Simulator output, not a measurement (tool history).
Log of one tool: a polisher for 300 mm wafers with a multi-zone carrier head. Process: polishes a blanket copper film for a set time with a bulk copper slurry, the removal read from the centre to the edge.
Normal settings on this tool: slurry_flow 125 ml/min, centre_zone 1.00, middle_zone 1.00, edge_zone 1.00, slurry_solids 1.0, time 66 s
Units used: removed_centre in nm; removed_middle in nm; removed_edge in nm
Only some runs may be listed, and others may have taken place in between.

run    hour  slurry_flow  centre_zone  middle_zone  edge_zone  slurry_solids  time  wafers since the last listed run  wafers polished on this pad  hours since the slurry nozzle was cleaned  hours since the centre zone pressure was calibrated  hours since the edge zone pressure was calibrated  hours since the carrier head's membrane was replaced  incoming thickness of the incoming film, nm  removed_centre  removed_middle  removed_edge
  1     0.0          110         1.05         1.00       0.90            1.0    80                                 0                         4464                                      130.7                                                324.9                                              501.0                                                1161.3                                       2336.5           898.2           861.8         815.8
  2    86.6          125         1.00         1.00       1.00            1.0    66                              1179                         5643                                      217.3                                                411.5                                              587.6                                                1247.9                                       2323.7           744.8           746.0         723.4
  3   138.6          125         1.00         1.00       1.00            1.0    66                               707                         6351                                      269.3                                                463.5                                              639.6                                                1299.9                                       2320.1           742.5           736.5         717.8
      170.8  -- worn pad replaced by a new one
  4   211.9          125         1.00         1.00       1.00            1.0    66                               943                          559                                      342.6                                                536.8                                              712.9                                                1373.2                                       2327.0           754.6           721.8         722.2
  5   302.2          125         1.00         1.00       1.00            1.0    66                              1229                         1788                                      432.9                                                627.1                                              803.2                                                1463.5                                       2307.0           752.0           741.0         724.5
  6   379.5          125         1.00         1.00       1.00            1.0    66                              1052                         2841                                      510.2                                                704.4                                              880.5                                                1540.8                                       2355.8           778.4           738.4         718.1
  7   418.6          160         1.00         1.00       1.00            1.0    66                               532                         3373                                      549.3                                                743.5                                              919.6                                                1579.9                                       2335.4           819.9           771.9         740.0
      425.1  -- centre zone pressure recalibrated
  8   467.4          125         1.00         1.00       1.00            0.9    73                               637                         4010                                      598.1                                                 42.3                                              968.4                                                1628.7                                       2279.8           743.4           792.6         783.5
      476.2  -- carrier head's membrane replaced by a new one
      509.6  -- slurry nozzle cleaned
  9   518.0          170         0.93         1.00       1.00            1.1    66                               607                         4617                                        8.4                                                 92.9                                             1019.0                                                  41.8                                       2331.5           730.4           804.2         766.6
      632.8  -- edge zone pressure recalibrated
 10   678.4          155         1.00         1.00       1.00            1.0    89                              2156                         6774                                      168.8                                                253.3                                               45.6                                                 202.2                                       2310.1          1027.5          1034.8        1008.7
 11   719.9          125         1.00         1.00       1.00            1.0    86                               565                         7339                                      210.3                                                294.8                                               87.1                                                 243.7                                       2334.5           955.4           968.2         947.0
 12   765.4          125         1.00         1.00       1.00            1.2    85                               619                         7959                                      255.8                                                340.3                                              132.6                                                 289.2                                       2291.4           979.6           972.2         960.6
      800.9  -- worn pad replaced by a new one
 13   804.2          125         1.00         1.00       1.00            1.0    53                               473                           45                                      294.6                                                379.1                                              171.4                                                 328.0                                       2288.2           596.2           590.4         576.5
 14   901.7          125         1.04         1.05       1.00            1.1    83                              1327                         1372                                      392.1                                                476.6                                              268.9                                                 425.5                                       2317.9          1013.5           984.1         915.1
 15  1002.8          125         1.05         1.00       1.00            1.0    87                              1376                         2749                                      493.2                                                577.7                                              370.0                                                 526.6                                       2285.5          1036.2           953.3         948.5
     1052.4  -- slurry nozzle cleaned
 16  1106.3          125         1.06         0.91       1.00            1.0    78                              1395                         4144                                       53.9                                                681.2                                              473.5                                                 630.1                                       2322.0           977.1           806.8         855.7
     1156.1  -- centre zone pressure recalibrated
 17  1210.7          125         1.00         1.00       1.00            1.0    66                              1394                         5538                                      158.3                                                 54.6                                              577.9                                                 734.5                                       2312.3           694.1           721.9         727.5
 18  1281.1          125         1.00         1.00       1.00            1.0    66                               958                         6497                                      228.7                                                125.0                                              648.3                                                 804.9                                       2337.1           700.5           726.4         717.7
 19  1333.7          100         1.00         0.93       1.11            1.0    79                               716                         7213                                      281.3                                                177.6                                              700.9                                                 857.5                                       2341.9           789.4           773.0         867.0
     1337.8  -- worn pad replaced by a new one
 20  1400.1          125         1.00         1.00       1.00            1.2    66                               849                          847                                      347.7                                                244.0                                              767.3                                                 923.9                                       2288.7           733.2           755.7         748.7

Hidden state or all else? Some run-to-run changes of removed_centre, split into what the settings, what came in and random variation would give without the hidden state, and what is left for the hidden state (with any gauge scatter that isn't in both results):
Hidden conditions of the tool in this case: removal rate lost through wear of the pad, %; slurry flow missing at the pad, %; deviation of the centre zone's pressure from its setpoint, %; deviation of the edge zone's pressure from its setpoint, %.
Run 7 -> 8: slurry_flow 160 -> 125, slurry_solids 1.0 -> 0.9, time 66 -> 73, centre zone pressure recalibrated. removed_centre -76.5 nm: hidden state -75.2, all else -1.3.
Run 12 -> 13: slurry_solids 1.2 -> 1.0, time 85 -> 53, worn pad replaced by a new one. removed_centre -383.4 nm: hidden state -12.0, all else -371.4.
Run 13 -> 14: centre_zone 1.00 -> 1.04, middle_zone 1.00 -> 1.05, slurry_solids 1.0 -> 1.1, time 53 -> 83. removed_centre +417.3 nm: hidden state +31.1, all else +386.2.
Run 16 -> 17: centre_zone 1.06 -> 1.00, middle_zone 0.91 -> 1.00, time 78 -> 66, centre zone pressure recalibrated. removed_centre -283.0 nm: hidden state -87.8, all else -195.2.
